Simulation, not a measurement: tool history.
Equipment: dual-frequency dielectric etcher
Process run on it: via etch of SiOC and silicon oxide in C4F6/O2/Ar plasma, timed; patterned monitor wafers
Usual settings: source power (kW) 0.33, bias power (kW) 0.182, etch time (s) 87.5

| run | day | source power (kW) | bias power (kW) | etch time (s) | wafers since the last listed run | hours since the last wet clean | hours since the last source power generator calibration | hours since the last bias power generator calibration | hours since the last upper electrode change | hours since the gauge calibration | read-back reference wafer on the same gauge, depth_nm | mean etch depth across the wafer (angstrom) |
|---|---|---|---|---|---|---|---|---|---|---|---|---|
| 1 | 0 | 0.33 | 0.182 | 87.5 | 0 | 166.8 | 2020.7 | 3695.5 | 2286 | 634.2 | 91.7 | 825 |
| 2 | 1.504 | 0.33 | 0.182 | 87.5 | 236 | 202.9 | 2056.8 | 3731.6 | 2322.1 | 670.3 | 91.7 | 828 |
| 3 | 3.433 | 0.33 | 0.182 | 87.5 | 303 | 249.2 | 2103.1 | 3777.9 | 2368.4 | 716.6 | 91.7 | 829 |
| 4 | 6.117 | 0.33 | 0.182 | 87.5 | 421 | 313.6 | 2167.5 | 3842.3 | 2432.8 | 781 | 91.7 | 827 |
| 5 | 7.383 | 0.33 | 0.182 | 87.5 | 198 | 344 | 2197.9 | 3872.7 | 2463.2 | 811.4 | 91.7 | 829 |
| 6 | 8.879 | 0.33 | 0.182 | 87.5 | 234 | 379.9 | 2233.8 | 3908.6 | 2499.1 | 847.3 | 91.6 | 829 |
| 7 | 11.583 | 0.33 | 0.182 | 87.5 | 424 | 444.8 | 2298.7 | 3973.5 | 2564 | 912.2 | 91.7 | 829 |
|  | 13.3 | wet clean of the chamber |
| 8 | 13.321 | 0.33 | 0.182 | 87.5 | 115 | 0.5 | 2340.4 | 4015.2 | 2605.7 | 953.9 | 91.7 | 827 |
| 9 | 15.296 | 0.33 | 0.182 | 87.5 | 310 | 47.9 | 2387.8 | 4062.6 | 2653.1 | 1001.3 | 91.7 | 826 |
| 10 | 17.492 | 0.33 | 0.182 | 107 | 344 | 100.6 | 2440.5 | 4115.3 | 2705.8 | 1054 | 91.7 | 1018 |
|  | 19.279 | upper electrode replaced |
| 11 | 19.6 | 0.33 | 0.182 | 107 | 174 | 151.2 | 2491.1 | 4165.9 | 7.7 | 1104.6 | 91.7 | 1013 |
| 12 | 21.362 | 0.33 | 0.182 | 107 | 276 | 193.5 | 2533.4 | 4208.2 | 50 | 1146.9 | 91.6 | 1014 |
|  | 21.617 | bias power generator calibrated |
| 13 | 23.471 | 0.33 | 0.182 | 97.5 | 304 | 244.1 | 2584 | 44.5 | 100.6 | 1197.5 | 91.7 | 923 |
| 14 | 24.754 | 0.3 | 0.199 | 87.5 | 201 | 274.9 | 2614.8 | 75.3 | 131.4 | 1228.3 | 91.7 | 817 |
|  | 26.512 | gauge calibrated |
| 15 | 27.446 | 0.33 | 0.182 | 79 | 422 | 339.5 | 2679.4 | 139.9 | 196 | 22.4 | 91.7 | 749 |
|  | 28.796 | source power generator calibrated |
| 16 | 29.967 | 0.4 | 0.196 | 87.5 | 369 | 400 | 28.1 | 200.4 | 256.5 | 82.9 | 91.7 | 912 |
| 17 | 32.333 | 0.39 | 0.182 | 62.5 | 371 | 456.8 | 84.9 | 257.2 | 313.3 | 139.7 | 91.7 | 634 |
|  | 33.467 | wet clean of the chamber |
| 18 | 33.904 | 0.33 | 0.182 | 87.5 | 89 | 10.5 | 122.6 | 294.9 | 351 | 177.4 | 91.7 | 828 |
| 19 | 35.333 | 0.33 | 0.151 | 110 | 224 | 44.8 | 156.9 | 329.2 | 385.3 | 211.7 | 91.7 | 989 |
| 20 | 36.554 | 0.27 | 0.142 | 101.5 | 191 | 74.1 | 186.2 | 358.5 | 414.6 | 241 | 91.7 | 819 |
| 21 | 38.592 | 0.33 | 0.182 | 87.5 | 320 | 123 | 235.1 | 407.4 | 463.5 | 289.9 | 91.7 | 827 |
| 22 | 44.817 | 0.33 | 0.182 | 87.5 | 977 | 272.4 | 384.5 | 556.8 | 612.9 | 439.3 | 91.7 | 828 |
| 23 | 46.996 | 0.33 | 0.182 | 87.5 | 342 | 324.7 | 436.8 | 609.1 | 665.2 | 491.6 | 91.7 | 828 |
| 24 | 49.004 | 0.4 | 0.182 | 73.5 | 315 | 372.9 | 485 | 657.3 | 713.4 | 539.8 | 91.7 | 750 |
| 25 | 51.004 | 0.28 | 0.153 | 108.5 | 314 | 420.9 | 533 | 705.3 | 761.4 | 587.8 | 91.7 | 915 |
|  | 54.05 | wet clean of the chamber |
| 26 | 54.071 | 0.29 | 0.201 | 73 | 324 | 0.5 | 606.6 | 778.9 | 835 | 661.4 | 91.7 | 675 |

State the hidden condition of the tool at each of the runs:
etch rate over this chamber's usual, %: 0 at every run
source power that arrives over what is set, %: 0 at every run
bias power that arrives over what is set, %: 0 at every run
gauge reads high (%): 0 at every run
